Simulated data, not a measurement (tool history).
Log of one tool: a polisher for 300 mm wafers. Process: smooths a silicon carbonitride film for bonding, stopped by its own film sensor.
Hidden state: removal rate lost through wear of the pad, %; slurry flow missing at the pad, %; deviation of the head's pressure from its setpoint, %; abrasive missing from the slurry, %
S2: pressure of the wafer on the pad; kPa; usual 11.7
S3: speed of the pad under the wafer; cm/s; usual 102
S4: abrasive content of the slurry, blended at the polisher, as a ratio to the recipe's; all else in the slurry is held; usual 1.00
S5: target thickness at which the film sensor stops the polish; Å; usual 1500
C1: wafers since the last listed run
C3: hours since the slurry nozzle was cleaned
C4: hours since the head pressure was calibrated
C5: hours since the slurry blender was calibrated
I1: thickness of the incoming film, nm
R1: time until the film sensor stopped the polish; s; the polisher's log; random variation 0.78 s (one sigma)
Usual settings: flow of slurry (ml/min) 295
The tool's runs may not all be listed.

run 1 hour=0.0 | flow_of_slurry_(ml/min)=295 S2=11.7 S3=84 S4=1.25 S5=1500 | C1=0 wafers_polished_on_this_pad=1579 C3=266.7 C4=264.5 C5=78.2 | I1=167.8 | R1=76.2
run 2 hour=26.6 | flow_of_slurry_(ml/min)=295 S2=11.7 S3=84 S4=1.25 S5=1500 | C1=355 wafers_polished_on_this_pad=1934 C3=293.3 C4=291.1 C5=104.8 | I1=171.6 | R1=94.9
run 3 hour=77.3 | flow_of_slurry_(ml/min)=295 S2=11.7 S3=84 S4=1.25 S5=1500 | C1=678 wafers_polished_on_this_pad=2613 C3=344.0 C4=341.8 C5=155.5 | I1=171.0 | R1=89.9
run 4 hour=111.4 | flow_of_slurry_(ml/min)=350 S2=14.5 S3=102 S4=1.00 S5=1500 | C1=456 wafers_polished_on_this_pad=3069 C3=378.1 C4=375.9 C5=189.6 | I1=169.2 | R1=62.3
run 5 hour=161.7 | flow_of_slurry_(ml/min)=350 S2=14.5 S3=102 S4=1.00 S5=1500 | C1=672 wafers_polished_on_this_pad=3741 C3=428.4 C4=426.2 C5=239.9 | I1=169.6 | R1=63.3
-- hour=192.4 slurry nozzle cleaned
run 6 hour=231.2 | flow_of_slurry_(ml/min)=350 S2=14.5 S3=102 S4=1.00 S5=1500 | C1=916 wafers_polished_on_this_pad=4658 C3=38.8 C4=495.7 C5=309.4 | I1=169.6 | R1=61.8
-- hour=259.3 worn pad replaced by a new one
run 7 hour=266.5 | flow_of_slurry_(ml/min)=295 S2=11.7 S3=102 S4=1.00 S5=1480 | C1=418 wafers_polished_on_this_pad=95 C3=74.1 C4=531.0 C5=344.7 | I1=172.2 | R1=97.0
-- hour=298.6 slurry blender recalibrated
run 8 hour=335.6 | flow_of_slurry_(ml/min)=295 S2=11.7 S3=102 S4=1.00 S5=1480 | C1=897 wafers_polished_on_this_pad=993 C3=143.2 C4=600.1 C5=37.0 | I1=170.8 | R1=92.0
run 9 hour=369.1 | flow_of_slurry_(ml/min)=295 S2=11.7 S3=102 S4=1.00 S5=1500 | C1=448 wafers_polished_on_this_pad=1441 C3=176.7 C4=633.6 C5=70.5 | I1=169.1 | R1=76.8
run 10 hour=436.0 | flow_of_slurry_(ml/min)=295 S2=11.7 S3=102 S4=1.00 S5=1530 | C1=894 wafers_polished_on_this_pad=2335 C3=243.6 C4=700.5 C5=137.4 | I1=171.5 | R1=74.8
run 11 hour=470.1 | flow_of_slurry_(ml/min)=295 S2=11.7 S3=102 S4=1.00 S5=1530 | C1=456 wafers_polished_on_this_pad=2792 C3=277.7 C4=734.6 C5=171.5 | I1=168.6 | R1=62.7
run 12 hour=517.2 | flow_of_slurry_(ml/min)=295 S2=14.5 S3=102 S4=1.00 S5=1500 | C1=629 wafers_polished_on_this_pad=3421 C3=324.8 C4=781.7 C5=218.6 | I1=169.6 | R1=64.2
-- hour=558.5 slurry nozzle cleaned
run 13 hour=574.9 | flow_of_slurry_(ml/min)=295 S2=11.7 S3=102 S4=1.00 S5=1500 | C1=758 wafers_polished_on_this_pad=4180 C3=16.4 C4=839.4 C5=276.3 | I1=168.1 | R1=73.6
-- hour=614.6 worn pad replaced by a new one
run 14 hour=615.1 | flow_of_slurry_(ml/min)=255 S2=11.7 S3=118 S4=1.20 S5=1500 | C1=484 wafers_polished_on_this_pad=6 C3=56.6 C4=879.6 C5=316.5 | I1=169.7 | R1=66.3
run 15 hour=649.3 | flow_of_slurry_(ml/min)=295 S2=11.7 S3=102 S4=1.00 S5=1500 | C1=457 wafers_polished_on_this_pad=464 C3=90.8 C4=913.8 C5=350.7 | I1=167.9 | R1=73.1
run 16 hour=688.8 | flow_of_slurry_(ml/min)=255 S2=11.7 S3=118 S4=1.20 S5=1500 | C1=528 wafers_polished_on_this_pad=992 C3=130.3 C4=953.3 C5=390.2 | I1=173.0 | R1=77.6
run 17 hour=717.5 | flow_of_slurry_(ml/min)=295 S2=11.7 S3=102 S4=1.00 S5=1500 | C1=383 wafers_polished_on_this_pad=1376 C3=159.0 C4=982.0 C5=418.9 | I1=172.5 | R1=91.6
run 18 hour=744.5 | flow_of_slurry_(ml/min)=375 S2=11.7 S3=122 S4=1.00 S5=1500 | C1=361 wafers_polished_on_this_pad=1737 C3=186.0 C4=1009.0 C5=445.9 | I1=171.2 | R1=71.7
-- hour=759.4 slurry blender recalibrated
run 19 hour=776.6 | flow_of_slurry_(ml/min)=295 S2=13.8 S3=130 S4=1.00 S5=1560 | C1=402 wafers_polished_on_this_pad=2140 C3=218.1 C4=1041.1 C5=17.2 | I1=169.1 | R1=37.3
run 20 hour=811.7 | flow_of_slurry_(ml/min)=295 S2=11.7 S3=70 S4=1.20 S5=1500 | C1=469 wafers_polished_on_this_pad=2609 C3=253.2 C4=1076.2 C5=52.3 | I1=170.6 | R1=105.9
run 21 hour=882.3 | flow_of_slurry_(ml/min)=295 S2=13.8 S3=130 S4=1.00 S5=1560 | C1=944 wafers_polished_on_this_pad=3553 C3=323.8 C4=1146.8 C5=122.9 | I1=171.8 | R1=44.2
run 22 hour=908.1 | flow_of_slurry_(ml/min)=295 S2=11.7 S3=102 S4=1.00 S5=1500 | C1=345 wafers_polished_on_this_pad=3898 C3=349.6 C4=1172.6 C5=148.7 | I1=169.6 | R1=79.9
run 23 hour=975.8 | flow_of_slurry_(ml/min)=340 S2=15.9 S3=102 S4=1.00 S5=1440 | C1=905 wafers_polished_on_this_pad=4804 C3=417.3 C4=1240.3 C5=216.4 | I1=168.1 | R1=71.2
-- hour=988.1 head pressure recalibrated
-- hour=1012.6 slurry nozzle cleaned
-- hour=1044.4 worn pad replaced by a new one
-- hour=1163.4 slurry blender recalibrated
run 24 hour=1179.1 | flow_of_slurry_(ml/min)=390 S2=15.2 S3=92 S4=1.00 S5=1570 | C1=2598 wafers_polished_on_this_pad=1775 C3=166.5 C4=191.0 C5=15.7 | I1=169.5 | R1=42.3
run 25 hour=1219.4 | flow_of_slurry_(ml/min)=295 S2=11.7 S3=78 S4=1.00 S5=1500 | C1=538 wafers_polished_on_this_pad=2314 C3=206.8 C4=231.3 C5=56.0 | I1=170.1 | R1=100.8
run 26 hour=1267.2 | flow_of_slurry_(ml/min)=325 S2=11.7 S3=102 S4=1.15 S5=1500 | C1=639 wafers_polished_on_this_pad=2953 C3=254.6 C4=279.1 C5=103.8 | I1=171.3 | R1=81.7
run 27 hour=1322.4 | flow_of_slurry_(ml/min)=295 S2=11.7 S3=130 S4=1.00 S5=1500 | C1=738 wafers_polished_on_this_pad=3691 C3=309.8 C4=334.3 C5=159.0 | I1=170.3 | R1=68.2
run 28 hour=1367.3 | flow_of_slurry_(ml/min)=295 S2=11.7 S3=134 S4=1.25 S5=1500 | C1=600 wafers_polished_on_this_pad=4292 C3=354.7 C4=379.2 C5=203.9 | I1=170.0 | R1=60.4

The next listed run, before its measurement:
-- hour=1392.3 worn pad replaced by a new one
run 29 hour=1402.2 | flow_of_slurry_(ml/min)=255 S2=11.7 S3=102 S4=1.00 S5=1540 | C1=413 wafers_polished_on_this_pad=132 C3=389.6 C4=414.1 C5=238.8 | I1=170.0 | R1=?

{"run 29": {"R1": 66.2}}
Without the tool's hidden state the same run would have given R1 66.2 s.
